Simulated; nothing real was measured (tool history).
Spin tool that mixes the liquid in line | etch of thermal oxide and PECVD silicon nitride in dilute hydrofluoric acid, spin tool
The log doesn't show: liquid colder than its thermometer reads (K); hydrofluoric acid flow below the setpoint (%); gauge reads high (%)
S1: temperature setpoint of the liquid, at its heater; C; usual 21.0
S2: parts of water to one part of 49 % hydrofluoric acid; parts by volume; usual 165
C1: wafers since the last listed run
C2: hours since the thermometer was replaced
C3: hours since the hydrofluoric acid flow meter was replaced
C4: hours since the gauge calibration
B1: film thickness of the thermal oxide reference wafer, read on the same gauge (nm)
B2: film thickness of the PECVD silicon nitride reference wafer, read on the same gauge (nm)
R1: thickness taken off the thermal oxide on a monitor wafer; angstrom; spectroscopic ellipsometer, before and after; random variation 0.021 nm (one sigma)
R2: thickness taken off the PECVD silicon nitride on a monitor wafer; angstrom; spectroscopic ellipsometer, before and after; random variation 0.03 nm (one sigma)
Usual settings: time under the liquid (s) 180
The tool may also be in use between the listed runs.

run 1 hour=0.0 | S1=21.0 S2=165 time_under_the_liquid_(s)=180 | C1=0 C2=2346.6 C3=374.1 C4=60.8 | B1=139.361 B2=59.737 | R1=40.55 R2=35.32
run 2 hour=25.9 | S1=21.0 S2=165 time_under_the_liquid_(s)=180 | C1=121 C2=2372.5 C3=400.0 C4=86.7 | B1=139.511 B2=59.795 | R1=40.91 R2=34.42
run 3 hour=62.3 | S1=21.0 S2=165 time_under_the_liquid_(s)=180 | C1=171 C2=2408.9 C3=436.4 C4=123.1 | B1=139.697 B2=59.852 | R1=41.05 R2=35.18
run 4 hour=87.8 | S1=21.0 S2=165 time_under_the_liquid_(s)=180 | C1=120 C2=2434.4 C3=461.9 C4=148.6 | B1=139.832 B2=59.960 | R1=40.74 R2=34.88
run 5 hour=130.3 | S1=21.0 S2=165 time_under_the_liquid_(s)=180 | C1=200 C2=2476.9 C3=504.4 C4=191.1 | B1=140.103 B2=60.058 | R1=41.36 R2=35.13
run 6 hour=199.7 | S1=21.0 S2=220 time_under_the_liquid_(s)=180 | C1=326 C2=2546.3 C3=573.8 C4=260.5 | B1=140.475 B2=60.194 | R1=29.21 R2=27.03
run 7 hour=245.6 | S1=21.0 S2=220 time_under_the_liquid_(s)=180 | C1=216 C2=2592.2 C3=619.7 C4=306.4 | B1=140.750 B2=60.327 | R1=29.40 R2=26.97
run 8 hour=289.3 | S1=21.0 S2=220 time_under_the_liquid_(s)=180 | C1=205 C2=2635.9 C3=663.4 C4=350.1 | B1=140.967 B2=60.404 | R1=29.20 R2=26.60
run 9 hour=334.2 | S1=21.0 S2=165 time_under_the_liquid_(s)=180 | C1=211 C2=2680.8 C3=708.3 C4=395.0 | B1=141.246 B2=60.541 | R1=41.82 R2=35.24
run 10 hour=360.4 | S1=21.0 S2=165 time_under_the_liquid_(s)=180 | C1=123 C2=2707.0 C3=734.5 C4=421.2 | B1=141.399 B2=60.603 | R1=41.91 R2=35.33
run 11 hour=418.6 | S1=23.5 S2=215 time_under_the_liquid_(s)=135 | C1=274 C2=2765.2 C3=792.7 C4=479.4 | B1=141.719 B2=60.753 | R1=25.06 R2=23.84
run 12 hour=527.2 | S1=19.0 S2=130 time_under_the_liquid_(s)=180 | C1=511 C2=2873.8 C3=901.3 C4=588.0 | B1=142.320 B2=61.014 | R1=51.04 R2=39.35
run 13 hour=551.3 | S1=21.0 S2=165 time_under_the_liquid_(s)=180 | C1=113 C2=2897.9 C3=925.4 C4=612.1 | B1=142.469 B2=61.057 | R1=42.10 R2=36.04
-- hour=572.6 thermometer replaced
run 14 hour=590.8 | S1=21.0 S2=165 time_under_the_liquid_(s)=180 | C1=181 C2=18.2 C3=964.9 C4=651.6 | B1=142.697 B2=61.165 | R1=41.97 R2=35.70
run 15 hour=622.6 | S1=21.0 S2=165 time_under_the_liquid_(s)=270 | C1=149 C2=50.0 C3=996.7 C4=683.4 | B1=142.860 B2=61.190 | R1=63.44 R2=53.73
-- hour=653.2 gauge calibrated
run 16 hour=654.7 | S1=17.0 S2=105 time_under_the_liquid_(s)=95 | C1=151 C2=82.1 C3=1028.8 C4=1.5 | B1=140.075 B2=60.024 | R1=31.12 R2=21.93
run 17 hour=710.8 | S1=21.0 S2=230 time_under_the_liquid_(s)=85 | C1=264 C2=138.2 C3=1084.9 C4=57.6 | B1=140.390 B2=60.153 | R1=13.08 R2=12.07
-- hour=732.7 hydrofluoric acid flow meter replaced
run 18 hour=746.1 | S1=21.0 S2=165 time_under_the_liquid_(s)=180 | C1=161 C2=173.5 C3=13.4 C4=92.9 | B1=140.590 B2=60.269 | R1=40.86 R2=34.84
run 19 hour=792.2 | S1=21.0 S2=165 time_under_the_liquid_(s)=180 | C1=217 C2=219.6 C3=59.5 C4=139.0 | B1=140.848 B2=60.361 | R1=41.37 R2=35.87
run 20 hour=820.2 | S1=17.5 S2=195 time_under_the_liquid_(s)=85 | C1=131 C2=247.6 C3=87.5 C4=167.0 | B1=140.989 B2=60.425 | R1=13.98 R2=11.13
run 21 hour=854.3 | S1=21.0 S2=220 time_under_the_liquid_(s)=180 | C1=160 C2=281.7 C3=121.6 C4=201.1 | B1=141.202 B2=60.493 | R1=29.57 R2=26.86
run 22 hour=937.4 | S1=18.5 S2=115 time_under_the_liquid_(s)=140 | C1=391 C2=364.8 C3=204.7 C4=284.2 | B1=141.658 B2=60.739 | R1=44.46 R2=32.92
run 23 hour=968.9 | S1=17.0 S2=165 time_under_the_liquid_(s)=280 | C1=148 C2=396.3 C3=236.2 C4=315.7 | B1=141.833 B2=60.795 | R1=55.42 R2=42.62
run 24 hour=1112.6 | S1=21.0 S2=240 time_under_the_liquid_(s)=180 | C1=676 C2=540.0 C3=379.9 C4=459.4 | B1=142.630 B2=61.136 | R1=26.86 R2=24.60
run 25 hour=1139.1 | S1=23.0 S2=195 time_under_the_liquid_(s)=95 | C1=124 C2=566.5 C3=406.4 C4=485.9 | B1=142.795 B2=61.222 | R1=19.56 R2=18.42

Measured less the same run without the tool's hidden state. The same run-to-run variation is in both; the gauge's scatter may not be:
run=1 R1=-0.19 R2=-0.16
run=2 R1=-0.15 R2=-0.12
run=3 R1=-0.08 R2=-0.07
run=4 R1=-0.04 R2=-0.04
run=5 R1=+0.03 R2=+0.02
run=6 R1=+0.11 R2=+0.10
run=7 R1=+0.16 R2=+0.14
run=8 R1=+0.21 R2=+0.18
run=9 R1=+0.37 R2=+0.31
run=10 R1=+0.41 R2=+0.35
run=11 R1=+0.31 R2=+0.28
run=12 R1=+0.83 R2=+0.65
run=13 R1=+0.72 R2=+0.62
run=14 R1=+0.79 R2=+0.67
run=15 R1=+1.27 R2=+1.08
run=16 R1=+0.02 R2=+0.01
run=17 R1=+0.04 R2=+0.04
run=18 R1=+0.17 R2=+0.15
run=19 R1=+0.24 R2=+0.21
run=20 R1=+0.10 R2=+0.08
run=21 R1=+0.25 R2=+0.23
run=22 R1=+0.52 R2=+0.39
run=23 R1=+0.72 R2=+0.55
run=24 R1=+0.50 R2=+0.45
run=25 R1=+0.38 R2=+0.36
